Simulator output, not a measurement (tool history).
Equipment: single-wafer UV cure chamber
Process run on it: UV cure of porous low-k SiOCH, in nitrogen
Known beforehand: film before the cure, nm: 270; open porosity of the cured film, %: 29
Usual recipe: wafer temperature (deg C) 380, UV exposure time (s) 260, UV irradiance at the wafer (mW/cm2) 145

run     day  wafer temperature (deg C)  UV exposure time (s)  UV irradiance at the wafer (mW/cm2)  wafers since the last listed run  hours since the UV bulbs were replaced  wafers since the quartz window was cleaned  loss of film thickness in the cure (%)
  1       0                        369                   260                                  145                                 0                                  1195.3                                        2050                                  15.142
  2   2.121                        369                   260                                  145                               240                                  1246.2                                        2291                                  15.139
  3   3.321                        380                   260                                  145                               136                                    1275                                        2427                                  15.164
  4  10.217                        380                   260                                  145                               783                                  1440.5                                        3211                                  15.037
  5  11.667                        380                   260                                  145                               164                                  1475.3                                        3375                                  14.712
     14.396  -- UV bulbs replaced
  6  14.417                        380                   260                                  145                               274                                     0.5                                        3650                                  16.592
  7  16.412                        380                   260                                  145                               226                                    48.4                                        3877                                  16.493
  8  18.267                        380                   260                                  145                               210                                    92.9                                        4087                                  16.094
       19.2  -- quartz window cleaned
  9  20.229                        380                   260                                  145                               185                                     140                                         116                                  17.322
 10  23.133                        375                   260                                  175                               329                                   209.7                                         446                                  18.224
 11  25.754                        375                   260                                  175                               297                                   272.6                                         744                                  17.824
 12  28.629                        380                   175                                  145                               326                                   341.6                                        1070                                  14.511
 13  30.304                        392                   170                                  171                               190                                   381.8                                        1261                                  15.135

Run 14, settings as shown, results not yet in. Your forecast:
 14  31.721                        398                   220                                  166                               160                                   415.8                                        1422                                       ?

loss of film thickness in the cure (%): 16.379
Take away the tool's hidden state, keep the run-to-run variation as it was, and the same run would have given loss of film thickness in the cure (%) 18.876.
